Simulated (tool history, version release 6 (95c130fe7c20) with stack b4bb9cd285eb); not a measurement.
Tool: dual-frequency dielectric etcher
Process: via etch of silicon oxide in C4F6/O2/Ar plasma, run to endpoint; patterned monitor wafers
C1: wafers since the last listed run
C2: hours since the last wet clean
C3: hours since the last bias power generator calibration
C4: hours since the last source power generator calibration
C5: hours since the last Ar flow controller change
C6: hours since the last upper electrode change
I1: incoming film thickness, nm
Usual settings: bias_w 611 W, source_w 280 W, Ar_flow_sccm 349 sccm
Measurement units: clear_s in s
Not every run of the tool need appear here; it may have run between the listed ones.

{"run": 1, "hour": 0.0, "bias_w": 611, "source_w": 280, "Ar_flow_sccm": 349, "C1": 0, "C2": 24.8, "C3": 2733.3, "C4": 3243.2, "C5": 5042.3, "C6": 1709.9, "I1": 109, "clear_s": 22}
{"run": 2, "hour": 83.8, "bias_w": 611, "source_w": 280, "Ar_flow_sccm": 349, "C1": 1158, "C2": 108.6, "C3": 2817.1, "C4": 3327, "C5": 5126.1, "C6": 1793.7, "I1": 108.4, "clear_s": 22.4}
{"run": 3, "hour": 384.3, "bias_w": 611, "source_w": 280, "Ar_flow_sccm": 349, "C1": 4153, "C2": 409.1, "C3": 3117.6, "C4": 3627.5, "C5": 5426.6, "C6": 2094.2, "I1": 109.6, "clear_s": 23.2}
{"run": 4, "hour": 428.0, "bias_w": 611, "source_w": 280, "Ar_flow_sccm": 349, "C1": 603, "C2": 452.8, "C3": 3161.3, "C4": 3671.2, "C5": 5470.3, "C6": 2137.9, "I1": 108.7, "clear_s": 23}
{"hour": 471.2, "done": "wet clean of the chamber"}
{"run": 5, "hour": 471.7, "bias_w": 611, "source_w": 280, "Ar_flow_sccm": 349, "C1": 272, "C2": 0.5, "C3": 3205, "C4": 3714.9, "C5": 5514, "C6": 2181.6, "I1": 109, "clear_s": 21.7}
{"hour": 479.8, "done": "Ar flow controller replaced"}
{"run": 6, "hour": 502.4, "bias_w": 611, "source_w": 280, "Ar_flow_sccm": 349, "C1": 341, "C2": 31.2, "C3": 3235.7, "C4": 3745.6, "C5": 22.6, "C6": 2212.3, "I1": 109, "clear_s": 21.9}
{"hour": 579.3, "done": "bias power generator calibrated"}
{"run": 7, "hour": 597.1, "bias_w": 714, "source_w": 280, "Ar_flow_sccm": 292, "C1": 1253, "C2": 125.9, "C3": 17.8, "C4": 3840.3, "C5": 117.3, "C6": 2307, "I1": 109.6, "clear_s": 20.4}
{"hour": 636.8, "done": "source power generator calibrated"}
{"run": 8, "hour": 689.5, "bias_w": 611, "source_w": 280, "Ar_flow_sccm": 349, "C1": 1221, "C2": 218.3, "C3": 110.2, "C4": 52.7, "C5": 209.7, "C6": 2399.4, "I1": 109.4, "clear_s": 22.7}
{"run": 9, "hour": 763.0, "bias_w": 611, "source_w": 280, "Ar_flow_sccm": 349, "C1": 1015, "C2": 291.8, "C3": 183.7, "C4": 126.2, "C5": 283.2, "C6": 2472.9, "I1": 107.9, "clear_s": 22.3}
{"run": 10, "hour": 868.0, "bias_w": 611, "source_w": 280, "Ar_flow_sccm": 349, "C1": 1451, "C2": 396.8, "C3": 288.7, "C4": 231.2, "C5": 388.2, "C6": 2577.9, "I1": 108, "clear_s": 22.7}
{"hour": 907.0, "done": "wet clean of the chamber"}
{"run": 11, "hour": 946.4, "bias_w": 512, "source_w": 330, "Ar_flow_sccm": 349, "C1": 751, "C2": 39.4, "C3": 367.1, "C4": 309.6, "C5": 466.6, "C6": 2656.3, "I1": 109.3, "clear_s": 22.5}
{"hour": 1057.0, "done": "upper electrode replaced"}
{"run": 12, "hour": 1057.5, "bias_w": 763, "source_w": 300, "Ar_flow_sccm": 308, "C1": 1203, "C2": 150.5, "C3": 478.2, "C4": 420.7, "C5": 577.7, "C6": 0.5, "I1": 109.7, "clear_s": 19.8}
{"run": 13, "hour": 1105.3, "bias_w": 611, "source_w": 280, "Ar_flow_sccm": 349, "C1": 660, "C2": 198.3, "C3": 526, "C4": 468.5, "C5": 625.5, "C6": 48.3, "I1": 108.8, "clear_s": 22.1}
{"run": 14, "hour": 1165.5, "bias_w": 733, "source_w": 280, "Ar_flow_sccm": 416, "C1": 832, "C2": 258.5, "C3": 586.2, "C4": 528.7, "C5": 685.7, "C6": 108.5, "I1": 109.6, "clear_s": 21.4}
{"run": 15, "hour": 1205.4, "bias_w": 495, "source_w": 280, "Ar_flow_sccm": 267, "C1": 551, "C2": 298.4, "C3": 626.1, "C4": 568.6, "C5": 725.6, "C6": 148.4, "I1": 109.2, "clear_s": 24.4}
{"run": 16, "hour": 1252.7, "bias_w": 611, "source_w": 280, "Ar_flow_sccm": 349, "C1": 653, "C2": 345.7, "C3": 673.4, "C4": 615.9, "C5": 772.9, "C6": 195.7, "I1": 109.3, "clear_s": 22.8}
{"hour": 1339.2, "done": "wet clean of the chamber"}
{"run": 17, "hour": 1339.7, "bias_w": 611, "source_w": 340, "Ar_flow_sccm": 349, "C1": 870, "C2": 0.5, "C3": 760.4, "C4": 702.9, "C5": 859.9, "C6": 282.7, "I1": 107.8, "clear_s": 20.5}
{"run": 18, "hour": 1365.5, "bias_w": 550, "source_w": 250, "Ar_flow_sccm": 279, "C1": 356, "C2": 26.3, "C3": 786.2, "C4": 728.7, "C5": 885.7, "C6": 308.5, "I1": 108.6, "clear_s": 23.2}

Below, some changes in clear_s between adjacent runs. For each, the amount present without the hidden state too (settings, incoming material, random variation) and the amount remaining for the hidden state with gauge scatter not shared by both compared results:
Hidden state present: etch rate over this chamber's usual, %; bias power that arrives over what is set, %; source power that arrives over what is set, %; Ar flow that arrives over what is set, %.
Run 4 -> 5: wet clean of the chamber. clear_s -1.3 s: hidden state -1.2, all else -0.1.
Run 14 -> 15: bias_w 733 -> 495, Ar_flow_sccm 416 -> 267. clear_s +3 s: hidden state +0.2, all else +2.8.
